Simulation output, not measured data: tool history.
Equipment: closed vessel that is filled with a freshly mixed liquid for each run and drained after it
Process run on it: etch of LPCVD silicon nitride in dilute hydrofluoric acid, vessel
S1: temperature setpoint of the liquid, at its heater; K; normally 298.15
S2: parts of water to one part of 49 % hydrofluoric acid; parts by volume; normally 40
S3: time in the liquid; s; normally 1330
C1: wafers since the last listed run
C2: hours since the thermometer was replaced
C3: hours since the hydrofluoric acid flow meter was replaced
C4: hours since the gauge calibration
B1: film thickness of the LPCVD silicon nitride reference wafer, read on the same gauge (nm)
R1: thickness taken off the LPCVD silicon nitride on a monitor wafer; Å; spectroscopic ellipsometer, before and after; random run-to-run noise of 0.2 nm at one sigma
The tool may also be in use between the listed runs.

| run | hour | S1 | S2 | S3 | C1 | C2 | C3 | C4 | B1 | R1 |
|---|---|---|---|---|---|---|---|---|---|---|
| 1 | 0.0 | 298.15 | 40 | 1330 | 0 | 1620.4 | 1507.0 | 222.9 | 29.99 | 176.1 |
| 2 | 30.4 | 298.15 | 40 | 1330 | 1765 | 1650.8 | 1537.4 | 253.3 | 29.98 | 172.2 |
| 3 | 51.5 | 298.15 | 40 | 1510 | 1225 | 1671.9 | 1558.5 | 274.4 | 30.00 | 202.7 |
| 4 | 76.4 | 298.15 | 40 | 1510 | 1446 | 1696.8 | 1583.4 | 299.3 | 29.98 | 196.8 |
| 5 | 110.4 | 295.65 | 40 | 1330 | 1974 | 1730.8 | 1617.4 | 333.3 | 30.01 | 144.1 |
| 6 | 133.3 | 295.65 | 40 | 1330 | 1330 | 1753.7 | 1640.3 | 356.2 | 30.00 | 146.1 |
| 7 | 168.8 | 295.65 | 40 | 1330 | 2062 | 1789.2 | 1675.8 | 391.7 | 29.99 | 146.8 |
| 8 | 203.2 | 298.15 | 40 | 1330 | 1998 | 1823.6 | 1710.2 | 426.1 | 30.00 | 173.0 |
| 9 | 221.2 | 298.15 | 40 | 1330 | 1045 | 1841.6 | 1728.2 | 444.1 | 30.00 | 171.4 |
| 10 | 235.7 | 298.15 | 55 | 1535 | 842 | 1856.1 | 1742.7 | 458.6 | 30.00 | 144.1 |
| 11 | 263.2 | 298.15 | 40 | 1855 | 1597 | 1883.6 | 1770.2 | 486.1 | 30.00 | 240.8 |
|  | 281.6 | hydrofluoric acid flow meter replaced |
| 12 | 282.1 | 298.15 | 40 | 1855 | 1039 | 1902.5 | 0.5 | 505.0 | 30.00 | 240.8 |
| 13 | 297.7 | 298.15 | 20 | 1700 | 906 | 1918.1 | 16.1 | 520.6 | 30.02 | 418.2 |
| 14 | 309.8 | 298.15 | 40 | 960 | 702 | 1930.2 | 28.2 | 532.7 | 29.98 | 123.2 |
| 15 | 344.1 | 298.15 | 35 | 1330 | 1992 | 1964.5 | 62.5 | 567.0 | 30.00 | 194.2 |
|  | 346.7 | gauge calibrated |
| 16 | 369.1 | 298.15 | 40 | 2115 | 1452 | 1989.5 | 87.5 | 22.4 | 30.01 | 270.4 |
| 17 | 392.6 | 298.15 | 40 | 1560 | 1364 | 2013.0 | 111.0 | 45.9 | 30.02 | 199.2 |
|  | 414.3 | thermometer replaced |
| 18 | 414.8 | 298.15 | 30 | 1110 | 1231 | 0.5 | 133.2 | 68.1 | 30.01 | 219.6 |
| 19 | 428.4 | 298.15 | 40 | 1330 | 789 | 14.1 | 146.8 | 81.7 | 30.00 | 197.9 |
| 20 | 456.0 | 298.15 | 30 | 1330 | 1603 | 41.7 | 174.4 | 109.3 | 30.03 | 261.1 |
| 21 | 470.8 | 303.15 | 25 | 1330 | 859 | 56.5 | 189.2 | 124.1 | 30.00 | 434.8 |
| 22 | 490.2 | 298.15 | 25 | 815 | 1126 | 75.9 | 208.6 | 143.5 | 29.98 | 191.5 |
| 23 | 509.9 | 298.15 | 40 | 1330 | 1144 | 95.6 | 228.3 | 163.2 | 29.98 | 195.2 |
| 24 | 527.2 | 294.65 | 20 | 825 | 1004 | 112.9 | 245.6 | 180.5 | 30.00 | 189.2 |
| 25 | 558.7 | 300.65 | 25 | 1330 | 1829 | 144.4 | 277.1 | 212.0 | 29.99 | 373.9 |

Alternative continuations, all from the tool just after run 25; predict every row:
| A | 559.7 | 298.15 | 40 | 1330 | 58 | 145.4 | 278.1 | 213.0 | ? | ? |
| B | 559.7 | 298.15 | 40 | 750 | 58 | 145.4 | 278.1 | 213.0 | ? | ? |
| C | 559.7 | 298.15 | 50 | 1080 | 58 | 145.4 | 278.1 | 213.0 | ? | ? |
| D | 559.7 | 296.65 | 25 | 995 | 58 | 145.4 | 278.1 | 213.0 | ? | ? |
| E | 559.7 | 300.65 | 45 | 1330 | 58 | 145.4 | 278.1 | 213.0 | ? | ? |

| run | B1 | R1 |
|---|---|---|
| A | 30.02 | 198.1 |
| B | 30.02 | 111.7 |
| C | 30.02 | 129.4 |
| D | 30.02 | 211.0 |
| E | 30.02 | 208.6 |
The same runs, with their run-to-run variation unchanged, on a tool lacking any hidden condition would have given:
| run | R1 |
|---|---|
| A | 201.6 |
| B | 113.7 |
| C | 131.6 |
| D | 214.8 |
| E | 212.2 |

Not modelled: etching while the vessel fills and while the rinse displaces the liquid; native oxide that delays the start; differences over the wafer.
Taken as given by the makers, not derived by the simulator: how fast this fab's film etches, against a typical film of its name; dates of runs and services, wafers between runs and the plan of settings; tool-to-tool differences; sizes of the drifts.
